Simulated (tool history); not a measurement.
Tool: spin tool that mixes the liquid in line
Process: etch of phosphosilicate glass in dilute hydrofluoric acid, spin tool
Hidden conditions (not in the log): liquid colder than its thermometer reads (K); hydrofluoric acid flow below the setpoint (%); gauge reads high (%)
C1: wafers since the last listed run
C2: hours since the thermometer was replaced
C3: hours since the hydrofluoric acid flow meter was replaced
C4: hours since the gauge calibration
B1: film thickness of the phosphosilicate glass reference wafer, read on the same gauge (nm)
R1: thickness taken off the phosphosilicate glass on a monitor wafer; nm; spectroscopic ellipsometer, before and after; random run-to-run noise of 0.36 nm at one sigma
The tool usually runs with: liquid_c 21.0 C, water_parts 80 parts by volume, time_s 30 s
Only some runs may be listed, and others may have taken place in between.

{"run": 1, "hour": 0.0, "liquid_c": 21.0, "water_parts": 80, "time_s": 35, "C1": 0, "C2": 1118.4, "C3": 1240.9, "C4": 468.4, "B1": 100.04, "R1": 49.5}
{"run": 2, "hour": 48.8, "liquid_c": 22.5, "water_parts": 80, "time_s": 30, "C1": 571, "C2": 1167.2, "C3": 1289.7, "C4": 517.2, "B1": 100.0, "R1": 44.45}
{"hour": 50.8, "done": "thermometer replaced"}
{"run": 3, "hour": 101.9, "liquid_c": 21.0, "water_parts": 80, "time_s": 30, "C1": 610, "C2": 51.1, "C3": 1342.8, "C4": 570.3, "B1": 99.98, "R1": 47.11}
{"run": 4, "hour": 159.0, "liquid_c": 21.0, "water_parts": 80, "time_s": 30, "C1": 668, "C2": 108.2, "C3": 1399.9, "C4": 627.4, "B1": 99.99, "R1": 47.07}
{"hour": 218.7, "done": "gauge calibrated"}
{"run": 5, "hour": 219.4, "liquid_c": 21.0, "water_parts": 80, "time_s": 30, "C1": 707, "C2": 168.6, "C3": 1460.3, "C4": 0.7, "B1": 100.03, "R1": 46.76}
{"run": 6, "hour": 281.9, "liquid_c": 21.0, "water_parts": 80, "time_s": 30, "C1": 732, "C2": 231.1, "C3": 1522.8, "C4": 63.2, "B1": 100.0, "R1": 46.63}
{"run": 7, "hour": 317.3, "liquid_c": 21.0, "water_parts": 80, "time_s": 30, "C1": 414, "C2": 266.5, "C3": 1558.2, "C4": 98.6, "B1": 100.0, "R1": 45.93}
{"run": 8, "hour": 384.4, "liquid_c": 21.0, "water_parts": 80, "time_s": 30, "C1": 786, "C2": 333.6, "C3": 1625.3, "C4": 165.7, "B1": 99.98, "R1": 46.0}
{"run": 9, "hour": 430.6, "liquid_c": 21.0, "water_parts": 80, "time_s": 30, "C1": 541, "C2": 379.8, "C3": 1671.5, "C4": 211.9, "B1": 99.97, "R1": 45.88}
{"run": 10, "hour": 612.2, "liquid_c": 21.0, "water_parts": 80, "time_s": 30, "C1": 2127, "C2": 561.4, "C3": 1853.1, "C4": 393.5, "B1": 100.0, "R1": 44.35}
{"run": 11, "hour": 644.6, "liquid_c": 21.0, "water_parts": 80, "time_s": 30, "C1": 379, "C2": 593.8, "C3": 1885.5, "C4": 425.9, "B1": 100.0, "R1": 44.29}
{"run": 12, "hour": 718.7, "liquid_c": 21.0, "water_parts": 80, "time_s": 30, "C1": 868, "C2": 667.9, "C3": 1959.6, "C4": 500.0, "B1": 100.01, "R1": 43.72}

Run 13 is up next; what results do you expect?
{"hour": 775.2, "done": "hydrofluoric acid flow meter replaced"}
{"run": 13, "hour": 783.0, "liquid_c": 19.5, "water_parts": 95, "time_s": 30, "C1": 741, "C2": 732.2, "C3": 7.8, "C4": 564.3, "B1": "?", "R1": "?"}

{"run 13": {"B1": 100.01, "R1": 34.43}}
Take away the tool's hidden state, keep the run-to-run variation as it was, and the same run would have given R1 37.21 nm.
